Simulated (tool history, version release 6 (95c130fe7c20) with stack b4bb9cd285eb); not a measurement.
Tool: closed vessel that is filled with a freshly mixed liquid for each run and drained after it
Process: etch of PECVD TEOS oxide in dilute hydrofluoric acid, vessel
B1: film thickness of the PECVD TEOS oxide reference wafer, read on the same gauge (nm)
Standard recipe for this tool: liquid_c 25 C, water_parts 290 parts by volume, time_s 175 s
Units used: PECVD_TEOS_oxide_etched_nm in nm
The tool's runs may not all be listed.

Run 1, hour 0: usual settings; B1 39.97. Result: PECVD_TEOS_oxide_etched_nm 14.47 nm.
Run 2, hour 69.1: usual settings; B1 39.99. Result: PECVD_TEOS_oxide_etched_nm 14.44 nm.
Run 3, hour 103.2: usual settings but time_s 215 s; B1 40.01. Result: PECVD_TEOS_oxide_etched_nm 17.81 nm.
Run 4, hour 154.3: usual settings but time_s 215 s; B1 39.97. Result: PECVD_TEOS_oxide_etched_nm 17.91 nm.
Run 5, hour 195: usual settings but time_s 215 s; B1 39.98. Result: PECVD_TEOS_oxide_etched_nm 17.58 nm.
Run 6, hour 262.5: usual settings; B1 40.01. Result: PECVD_TEOS_oxide_etched_nm 14.48 nm.
At hour 280.7: thermometer replaced.
Run 7, hour 313.2: usual settings but time_s 225 s; B1 40.04. Result: PECVD_TEOS_oxide_etched_nm 18.57 nm.
Run 8, hour 376.9: usual settings; B1 40.01. Result: PECVD_TEOS_oxide_etched_nm 14.37 nm.
At hour 410.5: hydrofluoric acid flow meter replaced.
Run 9, hour 411.4: usual settings but time_s 215 s; B1 40.04. Result: PECVD_TEOS_oxide_etched_nm 17.76 nm.
Run 10, hour 442.6: usual settings but liquid_c 22 C; B1 40. Result: PECVD_TEOS_oxide_etched_nm 12.91 nm.
Run 11, hour 510.7: usual settings; B1 39.95. Result: PECVD_TEOS_oxide_etched_nm 14.39 nm.
Run 12, hour 563.8: usual settings but liquid_c 27.5 C; B1 40.03. Result: PECVD_TEOS_oxide_etched_nm 15.96 nm.
At hour 633.1: gauge calibrated.
Run 13, hour 730.6: usual settings but liquid_c 28 C, water_parts 385 parts by volume, time_s 215 s; B1 40. Result: PECVD_TEOS_oxide_etched_nm 13.36 nm.
Run 14, hour 791.6: usual settings but liquid_c 22 C, water_parts 435 parts by volume; B1 40. Result: PECVD_TEOS_oxide_etched_nm 7.66 nm.

Run 15 is up next; what results do you expect?
Run 15, hour 825.2: usual settings but time_s 200 s; B1 ?. Result: PECVD_TEOS_oxide_etched_nm ?.

For run 15 the tool returned B1 40.01, PECVD_TEOS_oxide_etched_nm 16.46 nm.
With no hidden state in the tool, this same run would have given PECVD_TEOS_oxide_etched_nm 16.46 nm.
